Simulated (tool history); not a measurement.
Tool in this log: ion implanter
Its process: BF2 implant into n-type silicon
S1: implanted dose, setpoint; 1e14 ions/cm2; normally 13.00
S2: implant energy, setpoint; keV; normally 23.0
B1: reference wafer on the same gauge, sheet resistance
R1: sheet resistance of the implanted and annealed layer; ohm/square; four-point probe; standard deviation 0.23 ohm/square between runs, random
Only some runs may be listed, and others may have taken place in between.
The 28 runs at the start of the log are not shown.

Run 29, hour 878.2: usual settings but S2 25.5 keV; B1 152.02. Result: R1 143.50 ohm/square.
Run 30, hour 891.6: usual settings but S1 11.82 1e14 ions/cm2, S2 15.0 keV; B1 152.00. Result: R1 179.86 ohm/square.
Run 31, hour 919.6: usual settings; B1 152.01. Result: R1 149.97 ohm/square.
Run 32, hour 943.7: usual settings but S1 14.52 1e14 ions/cm2, S2 18.0 keV; B1 151.93. Result: R1 161.35 ohm/square.
Run 33, hour 957.5: usual settings; B1 151.93. Result: R1 150.23 ohm/square.
Run 34, hour 976.4: usual settings but S1 16.57 1e14 ions/cm2; B1 152.00. Result: R1 143.48 ohm/square.
Run 35, hour 1002.0: usual settings but S2 20.5 keV; B1 151.93. Result: R1 156.89 ohm/square.
Run 36, hour 1032.9: usual settings but S1 9.43 1e14 ions/cm2, S2 26.0 keV; B1 152.04. Result: R1 159.31 ohm/square.
Run 37, hour 1068.5: usual settings but S1 14.23 1e14 ions/cm2, S2 28.5 keV; B1 151.89. Result: R1 134.14 ohm/square.

4 ways to go on from here, each from the tool as it stands after run 37. What would each give?
Run A, hour 1068.9: usual settings but S1 9.88 1e14 ions/cm2; B1 ?. Result: R1 ?.
Run B, hour 1068.9: usual settings but S1 10.19 1e14 ions/cm2, S2 18.0 keV; B1 ?. Result: R1 ?.
Run C, hour 1068.9: usual settings but S1 14.08 1e14 ions/cm2, S2 16.0 keV; B1 ?. Result: R1 ?.
Run D, hour 1068.9: usual settings but S1 9.93 1e14 ions/cm2; B1 ?. Result: R1 ?.

run      B1      R1
  A  152.02  163.77
  B  152.02  176.82
  C  152.02  169.94
  D  152.02  163.45
Without the tool's unlogged condition, the same runs would have read:
run      R1
  A  164.38
  B  177.46
  C  170.56
  D  164.06
